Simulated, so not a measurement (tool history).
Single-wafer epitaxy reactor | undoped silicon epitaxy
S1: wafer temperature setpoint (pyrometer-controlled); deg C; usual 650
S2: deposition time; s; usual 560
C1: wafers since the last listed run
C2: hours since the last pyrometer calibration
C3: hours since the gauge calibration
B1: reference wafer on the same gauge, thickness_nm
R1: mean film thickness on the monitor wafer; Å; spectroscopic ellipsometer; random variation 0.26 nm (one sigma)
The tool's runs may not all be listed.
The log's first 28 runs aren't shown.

run,hour,S1,S2,C1,C2,C3,B1,R1
29,753.3,650,494,81,224.9,731.0,94.036,802.62
30,768.4,650,560,65,240.0,746.1,94.054,910.34
# hour 776.9: gauge calibrated
31,788.1,646,483,84,259.7,11.2,93.948,726.33
32,815.6,635,518,118,287.2,38.7,93.955,628.21
33,850.9,650,631,151,322.5,74.0,94.051,1021.55
34,866.9,650,604,68,338.5,90.0,93.928,974.78
35,898.0,650,516,133,369.6,121.1,93.939,831.43
36,910.7,650,486,54,382.3,133.8,93.956,789.06
37,944.1,650,560,143,415.7,167.2,93.960,903.48
38,971.8,644,660,119,443.4,194.9,94.129,947.27
39,987.6,650,560,68,459.2,210.7,94.122,907.25
40,999.7,644,658,52,471.3,222.8,94.054,946.67
41,1032.0,650,621,139,503.6,255.1,94.044,1000.87
42,1067.1,650,488,151,538.7,290.2,93.952,788.94
43,1082.8,636,476,67,554.4,305.9,94.003,587.39

3 ways to go on from here, each from the tool as it stands after run 43. What would each give?
A,1083.4,650,472,2,555.0,306.5,?,?
B,1083.4,643,589,2,555.0,306.5,?,?
C,1083.4,657,620,2,555.0,306.5,?,?

run,B1,R1
A,93.985,763.09
B,93.985,831.87
C,93.985,1145.36
Without the tool's hidden state the same runs would have given:
run,R1
A,765.09
B,834.07
C,1148.32

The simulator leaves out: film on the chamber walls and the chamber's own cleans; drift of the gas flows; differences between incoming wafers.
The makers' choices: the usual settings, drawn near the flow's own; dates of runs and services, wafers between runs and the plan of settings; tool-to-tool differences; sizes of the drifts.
